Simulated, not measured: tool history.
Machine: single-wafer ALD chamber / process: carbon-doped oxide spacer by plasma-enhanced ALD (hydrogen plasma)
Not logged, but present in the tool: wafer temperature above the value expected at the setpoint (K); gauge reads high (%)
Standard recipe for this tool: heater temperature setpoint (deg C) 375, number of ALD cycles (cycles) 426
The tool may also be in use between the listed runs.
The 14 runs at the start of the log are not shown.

run	hour	heater temperature setpoint (deg C)	number of ALD cycles (cycles)	wafers since the last listed run	hours since the last thermocouple change	hours since the gauge calibration	read-back reference wafer on the same gauge, thickness_nm	mean film thickness on the monitor wafer (nm)
# hour 222.4: thermocouple changed; heater temperature recalibrated
15	222.9	375	426	12	0.5	181.2	24.415	22.132
16	238.2	375	426	19	15.8	196.5	24.428	22.138
17	251.2	379	399	16	28.8	209.5	24.420	20.686
18	266.0	362	448	18	43.6	224.3	24.437	23.318
19	272.6	363	385	8	50.2	230.9	24.465	20.031
20	288.4	386	474	19	66.0	246.7	24.453	24.680
21	318.8	369	426	37	96.4	277.1	24.496	22.076
22	332.3	381	352	16	109.9	290.6	24.516	18.368
# hour 339.7: gauge calibrated
23	349.3	387	449	21	126.9	9.6	24.380	23.333
24	366.7	382	426	21	144.3	27.0	24.377	22.039
25	377.0	361	483	12	154.6	37.3	24.386	25.059
26	393.0	361	426	19	170.6	53.3	24.404	22.209
27	404.9	375	426	14	182.5	65.2	24.423	22.206
28	414.9	380	350	12	192.5	75.2	24.410	18.253
29	430.5	388	387	19	208.1	90.8	24.444	20.200
30	441.5	389	426	13	219.1	101.8	24.481	22.159
31	448.3	362	497	8	225.9	108.6	24.475	25.760
32	455.0	375	426	8	232.6	115.3	24.474	22.190
33	462.1	375	426	8	239.7	122.4	24.495	22.176
34	468.9	371	482	8	246.5	129.2	24.495	25.099
35	476.3	367	468	9	253.9	136.6	24.519	24.406

5 ways to go on from here, each from the tool as it stands after run 35. What would each give?
A	477.4	375	343	1	255.0	137.7	?	?
B	477.4	388	384	1	255.0	137.7	?	?
C	477.4	361	350	1	255.0	137.7	?	?
D	477.4	381	511	1	255.0	137.7	?	?
E	477.4	364	354	1	255.0	137.7	?	?

run	read-back reference wafer on the same gauge, thickness_nm	mean film thickness on the monitor wafer (nm)
A	24.485	17.874
B	24.485	20.011
C	24.485	18.239
D	24.485	26.629
E	24.485	18.447
The same runs, with their run-to-run variation unchanged, on a tool lacking any hidden condition would have given:
run	mean film thickness on the monitor wafer (nm)
A	17.729
B	19.849
C	18.091
D	26.413
E	18.298
